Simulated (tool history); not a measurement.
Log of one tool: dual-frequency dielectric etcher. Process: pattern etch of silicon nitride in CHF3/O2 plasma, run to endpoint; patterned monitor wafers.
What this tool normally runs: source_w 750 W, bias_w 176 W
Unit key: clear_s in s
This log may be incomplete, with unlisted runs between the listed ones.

run,hour,source_w,bias_w,"incoming incoming film thickness, nm",clear_s
1,0,750,176,52.2,31.2
2,42.3,620,191,52.9,33.8
3,113.1,620,191,52.9,33.4
4,141.2,620,191,52.4,33.4
5,178.2,750,176,52.4,31.3
# hour 227: wet clean of the chamber
6,230.2,750,176,52.5,31.7
7,289.6,750,176,52.7,31.8
8,344.6,750,176,53.1,32
9,403,750,176,52.2,31.3
10,459.4,750,176,53.2,31.9
11,507.7,750,176,52.7,31.5
12,574,750,176,52.4,31
13,630.7,750,176,52.4,31.2
14,691.3,750,176,53.1,31.6
15,758.6,750,176,52.3,31
16,800.3,750,176,52.5,31.1
# hour 843.3: upper electrode replaced
# hour 886: wet clean of the chamber
17,886.5,750,176,53,32
18,911.2,840,195,53,29
# hour 940.2: source power generator calibrated
19,940.7,690,198,52.4,31.5
20,994.8,750,202,53.1,30.4
21,1050.7,650,176,52.9,34.4
# hour 1060.6: bias power generator calibrated
22,1097.7,880,157,53,30.6
23,1122.2,640,188,51.8,32.7
24,1181.3,930,141,52.7,30.7
25,1219.6,750,176,52.6,31.5
26,1288.3,810,205,52.4,28.5
27,1327,650,204,53.1,32.3
28,1367.7,750,176,52.8,31.5
29,1405.4,750,176,52.9,31.5
30,1477.3,750,176,52.3,31.1
# hour 1513.7: wet clean of the chamber
31,1514.2,620,191,52.3,33.5
32,1583.6,580,176,52.8,36.6
33,1624,820,161,52.5,31.3
34,1696,700,155,52.6,34
35,1739.9,700,209,52.4,30

For some of the steps in clear_s from one run to the next: how much would appear even if the tool had no hidden state, given the settings, what came in and random variation, and how much remains for the hidden state plus any gauge scatter that the measured result and the result without hidden state don't share?
What the log doesn't record here: etch rate over this chamber's usual, %; source power that arrives over what is set, %; bias power that arrives over what is set, %.
Run 5 -> 6: wet clean of the chamber. clear_s +0.4 s: hidden state +0.6, all else -0.2.
Run 16 -> 17: upper electrode replaced, wet clean of the chamber. clear_s +0.9 s: hidden state +0.7, all else +0.2.
Run 20 -> 21: source_w 750 -> 650, bias_w 202 -> 176. clear_s +4 s: hidden state -0.1, all else +4.1.
Run 30 -> 31: source_w 750 -> 620, bias_w 176 -> 191, wet clean of the chamber. clear_s +2.4 s: hidden state +0.5, all else +1.9.
Run 32 -> 33: source_w 580 -> 820, bias_w 176 -> 161. clear_s -5.3 s: hidden state +0, all else -5.3.
Run 34 -> 35: bias_w 155 -> 209. clear_s -4 s: hidden state -0.1, all else -3.9.

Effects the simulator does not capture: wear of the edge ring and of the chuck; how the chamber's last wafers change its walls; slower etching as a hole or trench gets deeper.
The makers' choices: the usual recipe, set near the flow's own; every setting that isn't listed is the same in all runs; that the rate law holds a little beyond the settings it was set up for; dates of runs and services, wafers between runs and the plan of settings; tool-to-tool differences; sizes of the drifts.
